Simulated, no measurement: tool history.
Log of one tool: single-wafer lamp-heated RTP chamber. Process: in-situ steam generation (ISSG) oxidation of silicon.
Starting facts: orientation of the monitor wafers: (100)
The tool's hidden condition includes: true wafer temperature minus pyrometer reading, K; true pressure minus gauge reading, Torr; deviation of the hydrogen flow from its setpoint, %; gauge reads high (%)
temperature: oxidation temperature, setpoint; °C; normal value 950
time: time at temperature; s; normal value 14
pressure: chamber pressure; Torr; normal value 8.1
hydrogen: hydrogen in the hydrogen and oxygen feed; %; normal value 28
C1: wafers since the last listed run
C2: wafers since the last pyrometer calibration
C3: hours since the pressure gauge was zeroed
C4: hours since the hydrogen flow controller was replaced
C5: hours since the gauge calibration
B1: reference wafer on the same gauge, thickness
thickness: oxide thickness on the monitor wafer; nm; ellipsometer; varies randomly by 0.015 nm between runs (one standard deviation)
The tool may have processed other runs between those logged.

{"run": 1, "hour": 0.0, "temperature": 950, "time": 14, "pressure": 8.1, "hydrogen": 28, "C1": 0, "C2": 2802, "C3": 3079.8, "C4": 3343.4, "C5": 2179.5, "B1": 3.359, "thickness": 4.191}
{"run": 2, "hour": 39.8, "temperature": 950, "time": 14, "pressure": 8.1, "hydrogen": 28, "C1": 778, "C2": 3580, "C3": 3119.6, "C4": 3383.2, "C5": 2219.3, "B1": 3.361, "thickness": 4.182}
{"run": 3, "hour": 112.7, "temperature": 950, "time": 10, "pressure": 8.1, "hydrogen": 28, "C1": 1425, "C2": 5005, "C3": 3192.5, "C4": 3456.1, "C5": 2292.2, "B1": 3.36, "thickness": 3.724}
{"run": 4, "hour": 157.7, "temperature": 950, "time": 10, "pressure": 8.1, "hydrogen": 28, "C1": 879, "C2": 5885, "C3": 3237.5, "C4": 3501.1, "C5": 2337.2, "B1": 3.362, "thickness": 3.725}
{"run": 5, "hour": 230.1, "temperature": 950, "time": 10, "pressure": 8.1, "hydrogen": 28, "C1": 1415, "C2": 7300, "C3": 3309.9, "C4": 3573.5, "C5": 2409.6, "B1": 3.356, "thickness": 3.712}
{"hour": 309.5, "done": "pyrometer window cleaned and pyrometer calibrated"}
{"run": 6, "hour": 331.9, "temperature": 950, "time": 14, "pressure": 8.1, "hydrogen": 28, "C1": 1833, "C2": 438, "C3": 3411.7, "C4": 3675.3, "C5": 2511.4, "B1": 3.355, "thickness": 4.174}
{"run": 7, "hour": 410.4, "temperature": 950, "time": 14, "pressure": 8.1, "hydrogen": 28, "C1": 1534, "C2": 1972, "C3": 3490.2, "C4": 3753.8, "C5": 2589.9, "B1": 3.359, "thickness": 4.203}
{"run": 8, "hour": 480.2, "temperature": 950, "time": 14, "pressure": 8.1, "hydrogen": 28, "C1": 1364, "C2": 3337, "C3": 3560, "C4": 3823.6, "C5": 2659.7, "B1": 3.36, "thickness": 4.183}
{"run": 9, "hour": 551.0, "temperature": 963, "time": 14, "pressure": 8.1, "hydrogen": 28, "C1": 1384, "C2": 4721, "C3": 3630.8, "C4": 3894.4, "C5": 2730.5, "B1": 3.36, "thickness": 4.366}
{"run": 10, "hour": 635.5, "temperature": 963, "time": 14, "pressure": 8.1, "hydrogen": 28, "C1": 1651, "C2": 6373, "C3": 3715.3, "C4": 3978.9, "C5": 2815, "B1": 3.359, "thickness": 4.323}
{"run": 11, "hour": 730.0, "temperature": 963, "time": 14, "pressure": 8.1, "hydrogen": 28, "C1": 1847, "C2": 8220, "C3": 3809.8, "C4": 4073.4, "C5": 2909.5, "B1": 3.361, "thickness": 4.341}
{"hour": 778.1, "done": "pyrometer window cleaned and pyrometer calibrated"}
{"hour": 912.1, "done": "gauge calibrated"}
{"run": 12, "hour": 1029.5, "temperature": 950, "time": 14, "pressure": 8.1, "hydrogen": 28, "C1": 5698, "C2": 4914, "C3": 4109.3, "C4": 4372.9, "C5": 117.4, "B1": 3.36, "thickness": 4.195}
{"hour": 1042.1, "done": "pressure gauge zeroed"}
{"run": 13, "hour": 1069.0, "temperature": 950, "time": 14, "pressure": 8.1, "hydrogen": 21, "C1": 615, "C2": 5530, "C3": 26.9, "C4": 4412.4, "C5": 156.9, "B1": 3.356, "thickness": 3.886}
{"run": 14, "hour": 1118.5, "temperature": 950, "time": 14, "pressure": 8.1, "hydrogen": 28, "C1": 967, "C2": 6497, "C3": 76.4, "C4": 4461.9, "C5": 206.4, "B1": 3.363, "thickness": 4.165}
{"hour": 1169.6, "done": "hydrogen flow controller replaced"}
{"run": 15, "hour": 1200.7, "temperature": 950, "time": 14, "pressure": 8.1, "hydrogen": 28, "C1": 1450, "C2": 7948, "C3": 158.6, "C4": 31.1, "C5": 288.6, "B1": 3.359, "thickness": 4.204}
{"hour": 1301.6, "done": "pyrometer window cleaned and pyrometer calibrated"}
{"run": 16, "hour": 1431.3, "temperature": 965, "time": 14, "pressure": 9.1, "hydrogen": 22, "C1": 4351, "C2": 2535, "C3": 389.2, "C4": 261.7, "C5": 519.2, "B1": 3.359, "thickness": 4.063}
{"run": 17, "hour": 1521.6, "temperature": 950, "time": 18, "pressure": 8.1, "hydrogen": 28, "C1": 1765, "C2": 4300, "C3": 479.5, "C4": 352, "C5": 609.5, "B1": 3.361, "thickness": 4.599}
{"run": 18, "hour": 1611.6, "temperature": 932, "time": 19, "pressure": 8.1, "hydrogen": 28, "C1": 1759, "C2": 6059, "C3": 569.5, "C4": 442, "C5": 699.5, "B1": 3.362, "thickness": 4.471}
{"run": 19, "hour": 1695.7, "temperature": 933, "time": 10, "pressure": 8.1, "hydrogen": 24, "C1": 1643, "C2": 7703, "C3": 653.6, "C4": 526.1, "C5": 783.6, "B1": 3.36, "thickness": 3.424}
{"run": 20, "hour": 1789.8, "temperature": 950, "time": 14, "pressure": 8.1, "hydrogen": 28, "C1": 1839, "C2": 9543, "C3": 747.7, "C4": 620.2, "C5": 877.7, "B1": 3.36, "thickness": 4.152}
{"hour": 1824.1, "done": "pyrometer window cleaned and pyrometer calibrated"}
{"run": 21, "hour": 1851.0, "temperature": 950, "time": 14, "pressure": 8.1, "hydrogen": 19, "C1": 1039, "C2": 525, "C3": 808.9, "C4": 681.4, "C5": 938.9, "B1": 3.363, "thickness": 3.789}
{"run": 22, "hour": 1939.7, "temperature": 950, "time": 14, "pressure": 8.1, "hydrogen": 28, "C1": 1733, "C2": 2259, "C3": 897.6, "C4": 770.1, "C5": 1027.6, "B1": 3.359, "thickness": 4.184}
{"run": 23, "hour": 2240.5, "temperature": 964, "time": 14, "pressure": 7.3, "hydrogen": 32, "C1": 5880, "C2": 8139, "C3": 1198.4, "C4": 1070.9, "C5": 1328.4, "B1": 3.361, "thickness": 4.524}

Run 24 comes next. What will it give?
{"run": 24, "hour": 2323.2, "temperature": 957, "time": 14, "pressure": 8.1, "hydrogen": 28, "C1": 1616, "C2": 9755, "C3": 1281.1, "C4": 1153.6, "C5": 1411.1, "B1": "?", "thickness": "?"}

Run 24 produced B1 3.361, thickness 4.27 nm.
Take away the tool's hidden state, keep the run-to-run variation as it was, and the same run would have given thickness 4.27 nm.
